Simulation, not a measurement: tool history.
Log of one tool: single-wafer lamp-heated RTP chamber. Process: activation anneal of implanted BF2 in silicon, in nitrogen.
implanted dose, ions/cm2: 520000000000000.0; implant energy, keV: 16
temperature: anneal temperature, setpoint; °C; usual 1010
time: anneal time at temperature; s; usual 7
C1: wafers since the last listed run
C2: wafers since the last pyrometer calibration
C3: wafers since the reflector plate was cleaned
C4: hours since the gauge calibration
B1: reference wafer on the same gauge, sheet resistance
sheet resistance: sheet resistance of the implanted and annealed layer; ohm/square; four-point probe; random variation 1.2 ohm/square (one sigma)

Run 1, hour 0: usual settings but temperature 990 °C; C1 0; C2 6682; C3 1425; C4 1103.6; B1 348.84. Result: sheet resistance 294.55 ohm/square.
At hour 39.3: pyrometer window cleaned and pyrometer calibrated.
Run 2, hour 97.1: usual settings; C1 1695; C2 1100; C3 3121; C4 1200.7; B1 347.9. Result: sheet resistance 284.9 ohm/square.
Run 3, hour 122.8: usual settings; C1 489; C2 1589; C3 3610; C4 1226.4; B1 348.21. Result: sheet resistance 284.55 ohm/square.
Run 4, hour 153.8: usual settings; C1 590; C2 2179; C3 4200; C4 1257.4; B1 347.63. Result: sheet resistance 283.14 ohm/square.
Run 5, hour 181.1: usual settings; C1 519; C2 2699; C3 4720; C4 1284.7; B1 347.67. Result: sheet resistance 282.73 ohm/square.
Run 6, hour 219.7: usual settings; C1 734; C2 3433; C3 5455; C4 1323.3; B1 348.09. Result: sheet resistance 282.52 ohm/square.
Run 7, hour 288.8: usual settings; C1 1315; C2 4749; C3 6770; C4 1392.4; B1 348.05. Result: sheet resistance 281.94 ohm/square.
Run 8, hour 361: usual settings; C1 1374; C2 6123; C3 8144; C4 1464.6; B1 347.81. Result: sheet resistance 277.2 ohm/square.
At hour 389.3: reflector plate cleaned.
Run 9, hour 393.9: usual settings; C1 473; C2 6597; C3 88; C4 1497.5; B1 347.72. Result: sheet resistance 284.73 ohm/square.
At hour 404.2: pyrometer window cleaned and pyrometer calibrated.
Run 10, hour 424: usual settings; C1 420; C2 376; C3 509; C4 1527.6; B1 347.71. Result: sheet resistance 289.51 ohm/square.
At hour 448.9: gauge calibrated.
Run 11, hour 452.4: usual settings; C1 540; C2 916; C3 1049; C4 3.5; B1 347.95. Result: sheet resistance 288 ohm/square.
Run 12, hour 473.1: usual settings but time 6 s; C1 394; C2 1310; C3 1443; C4 24.2; B1 348. Result: sheet resistance 289.75 ohm/square.
Run 13, hour 488.3: usual settings but time 6 s; C1 289; C2 1600; C3 1733; C4 39.4; B1 348.66. Result: sheet resistance 289.87 ohm/square.
Run 14, hour 516.7: usual settings; C1 540; C2 2140; C3 2273; C4 67.8; B1 347.73. Result: sheet resistance 285.81 ohm/square.
Run 15, hour 549.9: usual settings; C1 631; C2 2772; C3 2905; C4 101; B1 348.24. Result: sheet resistance 284.45 ohm/square.
Run 16, hour 584.6: usual settings; C1 660; C2 3433; C3 3566; C4 135.7; B1 348.19. Result: sheet resistance 286.64 ohm/square.
Run 17, hour 620.6: usual settings but time 5 s; C1 685; C2 4118; C3 4251; C4 171.7; B1 348.02. Result: sheet resistance 289.47 ohm/square.
Run 18, hour 646.5: usual settings but time 4 s; C1 492; C2 4611; C3 4744; C4 197.6; B1 348.04. Result: sheet resistance 290.53 ohm/square.
Run 19, hour 659: usual settings but time 10 s; C1 237; C2 4849; C3 4982; C4 210.1; B1 347.93. Result: sheet resistance 277.35 ohm/square.
Run 20, hour 673.7: usual settings but temperature 1026 °C, time 9 s; C1 279; C2 5129; C3 5262; C4 224.8; B1 348.2. Result: sheet resistance 267.77 ohm/square.
Run 21, hour 708.8: usual settings but temperature 1021 °C, time 6 s; C1 668; C2 5797; C3 5930; C4 259.9; B1 348.05. Result: sheet resistance 277.68 ohm/square.
Run 22, hour 727.6: usual settings but temperature 1036 °C, time 5 s; C1 357; C2 6155; C3 6288; C4 278.7; B1 347.77. Result: sheet resistance 266.81 ohm/square.
At hour 755.2: pyrometer window cleaned and pyrometer calibrated.
Run 23, hour 755.7: usual settings but temperature 1030 °C, time 3 s; C1 382; C2 8; C3 6670; C4 306.8; B1 347.42. Result: sheet resistance 281.8 ohm/square.
Run 24, hour 775.1: usual settings; C1 369; C2 377; C3 7039; C4 326.2; B1 347.96. Result: sheet resistance 283.12 ohm/square.
At hour 801.3: reflector plate cleaned.
Run 25, hour 801.8: usual settings but temperature 1002 °C, time 3 s; C1 355; C2 733; C3 9; C4 352.9; B1 348.46. Result: sheet resistance 310.31 ohm/square.
Run 26, hour 813.2: usual settings but temperature 981 °C; C1 216; C2 950; C3 226; C4 364.3; B1 348.05. Result: sheet resistance 319.68 ohm/square.
Run 27, hour 830.6: usual settings; C1 331; C2 1282; C3 558; C4 381.7; B1 347.9. Result: sheet resistance 288.21 ohm/square.
Run 28, hour 858.9: usual settings but temperature 992 °C, time 4 s; C1 538; C2 1820; C3 1096; C4 410; B1 348.63. Result: sheet resistance 315.9 ohm/square.
Run 29, hour 898.1: usual settings but temperature 990 °C; C1 746; C2 2566; C3 1842; C4 449.2; B1 347.44. Result: sheet resistance 302.89 ohm/square.
Run 30, hour 918.6: usual settings but time 11 s; C1 390; C2 2957; C3 2233; C4 469.7; B1 348.09. Result: sheet resistance 278.21 ohm/square.
Run 31, hour 948.4: usual settings but temperature 1037 °C, time 11 s; C1 567; C2 3524; C3 2800; C4 499.5; B1 348.31. Result: sheet resistance 261.06 ohm/square.
Run 32, hour 970.9: usual settings; C1 428; C2 3952; C3 3228; C4 522; B1 348.23. Result: sheet resistance 284 ohm/square.
Run 33, hour 991.1: usual settings but temperature 1035 °C, time 3 s; C1 384; C2 4337; C3 3613; C4 542.2; B1 347.68. Result: sheet resistance 278.07 ohm/square.
Run 34, hour 1014.5: usual settings but temperature 1040 °C, time 8 s; C1 445; C2 4782; C3 4058; C4 565.6; B1 348.05. Result: sheet resistance 261.53 ohm/square.
Run 35, hour 1048.2: usual settings but temperature 1035 °C, time 10 s; C1 641; C2 5423; C3 4700; C4 599.3; B1 348.62. Result: sheet resistance 261.16 ohm/square.
Run 36, hour 1067.1: usual settings but temperature 1037 °C, time 11 s; C1 359; C2 5783; C3 5059; C4 618.2; B1 347.77. Result: sheet resistance 258.72 ohm/square.
Run 37, hour 1098.2: usual settings but temperature 1029 °C, time 11 s; C1 591; C2 6375; C3 5651; C4 649.3; B1 347.92. Result: sheet resistance 259.05 ohm/square.
Run 38, hour 1129.3: usual settings; C1 591; C2 6967; C3 6243; C4 680.4; B1 348.59. Result: sheet resistance 277.69 ohm/square.

The tool's hidden state at each run:
gauge reads high (%): 0 in every run
H1: true wafer temperature minus pyrometer reading, K
H2: wafer temperature error from the tarnished reflector plate, K
run     H1     H2
  1   10.7    3.3
  2   0.99   5.72
  3   1.25   6.13
  4   1.69   6.55
  5    2.2   6.86
  6    3.1    7.2
  7   5.24   7.64
  8   8.21   7.92
  9   9.82  0.693
 10  0.488   2.16
 11  0.627    3.3
 12  0.801      4
 13  0.969   4.46
 14   1.37   5.21
 15   1.99   5.91
 16   2.81   6.51
 17   3.84   6.99
 18   4.69   7.28
 19   5.14    7.4
 20    5.7   7.53
 21   7.15   7.79
 22      8   7.91
 23   1.41   8.06
 24   1.44   8.15
 25   1.57  0.243
 26   1.65  0.849
 27   1.82   1.69
 28   2.18   2.87
 29   2.88   4.17
 30   3.33   4.73
 31    4.1   5.42
 32   4.76   5.85
 33   5.42   6.19
 34   6.26   6.54
 35    7.6   6.94
 36   8.42   7.13
 37   9.89    7.4
 38   11.5   7.62

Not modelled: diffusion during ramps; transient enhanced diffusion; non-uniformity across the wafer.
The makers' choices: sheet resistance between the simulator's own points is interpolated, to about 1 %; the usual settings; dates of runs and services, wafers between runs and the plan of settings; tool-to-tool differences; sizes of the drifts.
